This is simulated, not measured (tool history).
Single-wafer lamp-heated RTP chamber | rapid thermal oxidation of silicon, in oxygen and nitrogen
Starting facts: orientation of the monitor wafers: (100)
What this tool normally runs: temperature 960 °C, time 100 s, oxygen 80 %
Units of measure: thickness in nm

run,day,temperature,time,oxygen,"read-back reference wafer on the same gauge, thickness",thickness
1,0,950,100,80,5.919,4.722
2,0.408,950,100,80,5.92,4.719
3,0.946,950,100,80,5.919,4.721
4,1.625,960,88,56,5.92,4.269
5,3.854,960,100,80,5.92,5.092
6,4.246,960,100,80,5.918,5.094
7,4.667,950,89,80,5.92,4.494
8,5.175,950,89,80,5.919,4.486
9,5.858,960,100,80,5.918,5.094
10,6.55,960,100,80,5.919,5.091
11,7.067,960,100,80,5.921,5.108
12,8.6,960,100,80,5.92,5.09
13,9.188,960,100,80,5.921,5.09
14,9.571,960,100,80,5.921,5.083
15,10.25,960,100,80,5.921,5.089
16,10.946,960,100,80,5.92,5.083
# day 11.017: gauge calibrated
17,11.246,960,100,80,5.921,5.081
18,11.688,960,100,80,5.92,5.096
19,12.379,960,74,80,5.92,4.48
20,12.654,960,142,89,5.92,6.19
21,13.133,932,113,98,5.922,4.648
22,13.804,986,62,98,5.919,5.383
23,14.396,976,79,80,5.92,5.187
24,14.746,942,71,52,5.921,3.437
25,15.396,975,100,66,5.921,5.332
26,15.712,973,148,98,5.919,7.203
27,17.117,960,100,80,5.919,5.107
# day 17.846: oxygen flow controller replaced
# day 17.946: pyrometer window cleaned and pyrometer calibrated
28,17.967,960,100,80,5.92,5.007
29,19.162,950,100,80,5.92,4.649
30,19.646,943,134,80,5.922,5.017
31,20.029,932,128,66,5.921,4.26
32,20.308,960,100,80,5.92,5.022
33,20.642,941,100,80,5.92,4.375
34,21.196,943,100,80,5.918,4.443
35,21.767,935,137,98,5.922,5.107
36,22.429,960,100,80,5.919,5.033
37,23.9,940,100,98,5.92,4.651

For some of the steps in thickness from one run to the next: how much would appear even if the tool had no hidden state, given the settings, what came in and random variation, and how much remains for the hidden state plus any gauge scatter that the measured result and the result without hidden state don't share?
What the log doesn't record here: true wafer temperature minus pyrometer reading, K; deviation of the oxygen flow from its setpoint, %; gauge reads high (%).
Run 23 -> 24: temperature 976 -> 942, time 79 -> 71, oxygen 80 -> 52. thickness -1.75 nm: hidden state -0.045, all else -1.705.
Run 24 -> 25: temperature 942 -> 975, time 71 -> 100, oxygen 52 -> 66. thickness +1.895 nm: hidden state +0.048, all else +1.847.
Run 25 -> 26: temperature 975 -> 973, time 100 -> 148, oxygen 66 -> 98. thickness +1.871 nm: hidden state +0.042, all else +1.829.
Run 26 -> 27: temperature 973 -> 960, time 148 -> 100, oxygen 98 -> 80. thickness -2.096 nm: hidden state -0.044, all else -2.052.
Run 27 -> 28: oxygen flow controller replaced, pyrometer window cleaned and pyrometer calibrated. thickness -0.1 nm: hidden state -0.095, all else -0.005.
